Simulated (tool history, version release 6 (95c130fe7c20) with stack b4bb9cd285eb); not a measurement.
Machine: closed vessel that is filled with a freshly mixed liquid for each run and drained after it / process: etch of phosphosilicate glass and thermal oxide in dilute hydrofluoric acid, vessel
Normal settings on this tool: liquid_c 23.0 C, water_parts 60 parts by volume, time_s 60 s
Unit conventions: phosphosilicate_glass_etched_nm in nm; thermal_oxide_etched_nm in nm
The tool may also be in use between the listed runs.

run	day	liquid_c	water_parts	time_s	read-back film thickness of the phosphosilicate glass reference wafer, read on the same gauge (nm)	read-back film thickness of the thermal oxide reference wafer, read on the same gauge (nm)	phosphosilicate_glass_etched_nm	thermal_oxide_etched_nm
1	0.000	23.0	60	60	80.01	129.988	91.95	4.894
2	1.154	23.0	60	60	80.00	130.010	92.02	4.880
3	2.025	23.0	35	60	79.99	129.986	160.84	8.648
4	2.892	23.0	35	60	80.02	129.994	161.16	8.629
5	4.762	23.0	35	60	80.00	130.003	162.48	8.592
# day 7.150: hydrofluoric acid flow meter replaced
6	8.371	23.0	40	60	80.01	130.006	141.27	7.369
7	8.896	20.0	75	60	79.96	129.982	63.43	3.313
8	9.521	23.0	60	60	80.03	130.008	90.86	4.767
9	10.946	23.0	60	50	80.00	130.014	75.15	4.021
# day 11.117: gauge calibrated
10	11.767	25.5	60	80	80.00	130.007	133.06	6.989
11	13.008	27.5	45	60	80.01	129.969	148.42	7.763
12	13.783	24.5	45	35	79.99	129.996	76.03	3.991
13	14.933	26.0	85	60	80.01	130.003	69.22	3.658
14	15.804	25.5	70	60	79.98	129.992	83.66	4.411
15	17.083	23.0	60	60	80.01	129.996	89.82	4.684
16	18.100	23.0	60	60	80.03	130.004	89.01	4.722
17	19.142	23.0	60	60	80.00	130.006	88.10	4.733
18	20.025	23.0	60	75	80.00	130.005	110.45	5.862
19	21.171	23.0	60	60	80.02	129.997	88.99	4.669
20	21.783	27.0	60	60	80.04	130.008	105.33	5.448
21	23.233	23.0	60	60	80.04	129.973	89.03	4.656
22	24.221	21.5	85	60	80.00	130.015	57.16	3.009
23	25.150	23.0	80	60	80.01	130.014	64.38	3.400
24	25.908	18.5	85	85	80.00	130.013	71.06	3.767
25	26.971	23.0	60	80	80.01	130.003	117.43	6.133
26	27.879	19.0	35	50	80.03	129.992	108.24	5.746
27	28.629	19.0	60	70	80.00	130.009	85.27	4.534

Each row is a separate what-if for the run after 27, all from the same tool condition, not one after another. Results?
A	28.658	23.0	90	60	?	?	?	?
B	28.658	18.0	70	45	?	?	?	?
C	28.658	24.5	45	75	?	?	?	?

run	read-back film thickness of the phosphosilicate glass reference wafer, read on the same gauge (nm)	read-back film thickness of the thermal oxide reference wafer, read on the same gauge (nm)	phosphosilicate_glass_etched_nm	thermal_oxide_etched_nm
A	80.00	129.997	55.86	2.962
B	80.00	129.997	44.67	2.369
C	80.00	129.997	157.08	8.330
Without the tool's hidden state the same runs would have given:
run	phosphosilicate_glass_etched_nm	thermal_oxide_etched_nm
A	59.37	3.148
B	47.63	2.526
C	167.15	8.864
